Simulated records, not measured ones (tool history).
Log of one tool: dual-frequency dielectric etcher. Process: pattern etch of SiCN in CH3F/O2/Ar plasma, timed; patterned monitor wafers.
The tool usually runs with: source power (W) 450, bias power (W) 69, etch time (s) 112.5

run	hour	source power (W)	bias power (W)	etch time (s)	read-back reference wafer on the same gauge, depth_nm	mean etch depth across the wafer (nm)
1	0.0	510	69	112.5	53.23	51.93
2	17.4	530	69	112.5	53.17	52.93
3	27.6	450	75	112.5	53.21	50.67
4	37.6	450	75	112.5	53.19	50.59
5	70.7	450	75	112.5	53.16	50.76
6	87.6	450	63	127.5	53.20	53.86
7	97.2	450	63	127.5	53.18	54.05
8	105.9	450	63	127.5	53.17	53.79
# hour 116.1: source power generator calibrated
9	117.9	370	69	112.5	53.18	44.83
# hour 132.0: bias power generator calibrated
10	132.5	370	69	112.5	53.19	44.82
11	145.2	450	69	112.5	53.21	49.26
12	159.2	450	69	112.5	53.21	49.31
13	167.7	450	69	112.5	53.19	49.33
14	175.8	410	69	112.5	53.17	47.37
# hour 211.9: wet clean of the chamber
15	213.9	450	53	112.5	53.22	43.54
# hour 239.3: upper electrode replaced
# hour 239.6: gauge calibrated
16	239.8	380	83	127.0	53.21	54.14
17	240.1	350	69	112.5	53.22	42.81
18	247.2	380	69	81.5	53.19	32.26
19	258.1	500	74	82.5	53.20	38.25
20	273.0	510	59	86.5	53.22	37.07
21	289.7	450	80	132.0	53.23	60.20
22	297.8	450	69	112.5	53.22	48.53
23	313.1	450	62	112.5	53.20	46.48
24	326.9	410	78	88.0	53.23	38.11
25	342.6	450	85	125.0	53.20	58.55
26	348.7	510	84	134.5	53.20	66.54
27	361.7	450	69	79.5	53.20	34.19
28	391.7	450	69	112.5	53.21	48.54
29	399.0	450	69	112.5	53.21	48.64

Consider 5 possible next runs. They are alternatives, not a sequence: every one starts from the tool as it was left by run 29. What does each give?
A	399.4	450	69	112.5	?	?
B	399.4	400	63	127.5	?	?
C	399.4	480	69	140.5	?	?
D	399.4	450	69	133.0	?	?
E	399.4	350	59	135.0	?	?

run	read-back reference wafer on the same gauge, depth_nm	mean etch depth across the wafer (nm)
A	53.23	48.62
B	53.23	50.25
C	53.23	62.58
D	53.23	57.48
E	53.23	48.52
Without the tool's unlogged condition, the same runs would have read:
run	mean etch depth across the wafer (nm)
A	48.22
B	49.84
C	62.07
D	57.01
E	48.12
